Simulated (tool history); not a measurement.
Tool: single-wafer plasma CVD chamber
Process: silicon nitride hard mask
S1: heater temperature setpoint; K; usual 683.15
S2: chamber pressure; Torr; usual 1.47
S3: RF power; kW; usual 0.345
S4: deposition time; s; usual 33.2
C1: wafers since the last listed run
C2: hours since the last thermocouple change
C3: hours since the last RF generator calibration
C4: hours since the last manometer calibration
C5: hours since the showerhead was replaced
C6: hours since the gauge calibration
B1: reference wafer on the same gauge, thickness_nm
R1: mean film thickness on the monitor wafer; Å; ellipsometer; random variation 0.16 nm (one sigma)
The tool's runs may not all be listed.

run 1 day=0 | S1=683.15 S2=1.47 S3=0.345 S4=33.2 | C1=0 C2=1486.5 C3=375.1 C4=2180 C5=5131 C6=388.7 | B1=40.237 | R1=410.61
run 2 day=2.55 | S1=683.15 S2=1.47 S3=0.345 S4=33.2 | C1=1460 C2=1547.7 C3=436.3 C4=2241.2 C5=5192.2 C6=449.9 | B1=40.362 | R1=408.17
run 3 day=4.975 | S1=683.15 S2=1.47 S3=0.345 S4=33.2 | C1=1388 C2=1605.9 C3=494.5 C4=2299.4 C5=5250.4 C6=508.1 | B1=40.324 | R1=408.37
run 4 day=8.258 | S1=683.15 S2=1.47 S3=0.33 S4=33.2 | C1=1880 C2=1684.7 C3=573.3 C4=2378.2 C5=5329.2 C6=586.9 | B1=40.279 | R1=392.01
run 5 day=11.429 | S1=683.15 S2=1.47 S3=0.345 S4=29 | C1=1815 C2=1760.8 C3=649.4 C4=2454.3 C5=5405.3 C6=663 | B1=40.351 | R1=354.4
run 6 day=13.971 | S1=683.15 S2=1.47 S3=0.345 S4=29 | C1=1455 C2=1821.8 C3=710.4 C4=2515.3 C5=5466.3 C6=724 | B1=40.27 | R1=356.32
run 7 day=17.004 | S1=683.15 S2=1.47 S3=0.345 S4=29 | C1=1736 C2=1894.6 C3=783.2 C4=2588.1 C5=5539.1 C6=796.8 | B1=40.301 | R1=356.69
-- day=19.475 capacitance manometer re-zeroed and calibrated
run 8 day=19.496 | S1=683.15 S2=1.47 S3=0.345 S4=33.2 | C1=1235 C2=1954.4 C3=843 C4=0.5 C5=5598.9 C6=856.6 | B1=40.266 | R1=407.24
-- day=20.304 showerhead replaced
run 9 day=22 | S1=683.15 S2=1.47 S3=0.345 S4=33.2 | C1=1243 C2=2014.5 C3=903.1 C4=60.6 C5=40.7 C6=916.7 | B1=40.306 | R1=408.84
run 10 day=24.462 | S1=683.15 S2=1.47 S3=0.395 S4=33.2 | C1=1410 C2=2073.6 C3=962.2 C4=119.7 C5=99.8 C6=975.8 | B1=40.321 | R1=457.39
run 11 day=26.271 | S1=690.15 S2=1.84 S3=0.41 S4=39.3 | C1=1035 C2=2117 C3=1005.6 C4=163.1 C5=143.2 C6=1019.2 | B1=40.284 | R1=593.47
run 12 day=28.762 | S1=683.15 S2=1.47 S3=0.345 S4=33.2 | C1=1426 C2=2176.8 C3=1065.4 C4=222.9 C5=203 C6=1079 | B1=40.295 | R1=407.34
run 13 day=30.388 | S1=683.15 S2=1.47 S3=0.345 S4=33.2 | C1=930 C2=2215.8 C3=1104.4 C4=261.9 C5=242 C6=1118 | B1=40.295 | R1=406.92
run 14 day=34.362 | S1=697.15 S2=1.62 S3=0.3 S4=27.3 | C1=2276 C2=2311.2 C3=1199.8 C4=357.3 C5=337.4 C6=1213.4 | B1=40.279 | R1=298.52
-- day=38.429 RF generator calibrated
-- day=38.45 thermocouple changed; heater temperature recalibrated
run 15 day=38.471 | S1=683.15 S2=1.63 S3=0.295 S4=33.2 | C1=2149 C2=0.5 C3=1 C4=455.9 C5=436 C6=1312 | B1=40.312 | R1=361.38
run 16 day=41.758 | S1=683.15 S2=1.47 S3=0.345 S4=29 | C1=1882 C2=79.4 C3=79.9 C4=534.8 C5=514.9 C6=1390.9 | B1=40.359 | R1=358.07
-- day=44.358 gauge calibrated
run 17 day=44.533 | S1=692.15 S2=1.47 S3=0.345 S4=33.2 | C1=1589 C2=146 C3=146.5 C4=601.4 C5=581.5 C6=4.2 | B1=40.298 | R1=406.36
run 18 day=48.342 | S1=683.15 S2=1.33 S3=0.405 S4=35.4 | C1=2180 C2=237.4 C3=237.9 C4=692.8 C5=672.9 C6=95.6 | B1=40.245 | R1=489
run 19 day=51.446 | S1=683.15 S2=1.47 S3=0.345 S4=29.3 | C1=1777 C2=311.9 C3=312.4 C4=767.3 C5=747.4 C6=170.1 | B1=40.27 | R1=362.24
run 20 day=53.671 | S1=683.15 S2=1.47 S3=0.345 S4=33.2 | C1=1274 C2=365.3 C3=365.8 C4=820.7 C5=800.8 C6=223.5 | B1=40.317 | R1=406.09
run 21 day=57.867 | S1=677.15 S2=1.47 S3=0.405 S4=29.9 | C1=2402 C2=466 C3=466.5 C4=921.4 C5=901.5 C6=324.2 | B1=40.242 | R1=420.82

4 ways to go on from here, each from the tool as it stands after run 21. What would each give?
run A day=57.883 | S1=691.15 S2=1.47 S3=0.345 S4=33.2 | C1=9 C2=466.4 C3=466.9 C4=921.8 C5=901.9 C6=324.6 | B1=? | R1=?
run B day=57.883 | S1=683.15 S2=1.35 S3=0.37 S4=33.2 | C1=9 C2=466.4 C3=466.9 C4=921.8 C5=901.9 C6=324.6 | B1=? | R1=?
run C day=57.883 | S1=674.15 S2=1.73 S3=0.31 S4=36.6 | C1=9 C2=466.4 C3=466.9 C4=921.8 C5=901.9 C6=324.6 | B1=? | R1=?
run D day=57.883 | S1=683.15 S2=1.62 S3=0.345 S4=33.2 | C1=9 C2=466.4 C3=466.9 C4=921.8 C5=901.9 C6=324.6 | B1=? | R1=?

run=A B1=40.313 R1=407.69
run=B B1=40.313 R1=425.3
run=C B1=40.313 R1=425.93
run=D B1=40.313 R1=420.14
Without the tool's hidden state the same runs would have given:
run=A R1=407.69
run=B R1=425.3
run=C R1=425.93
run=D R1=420.14
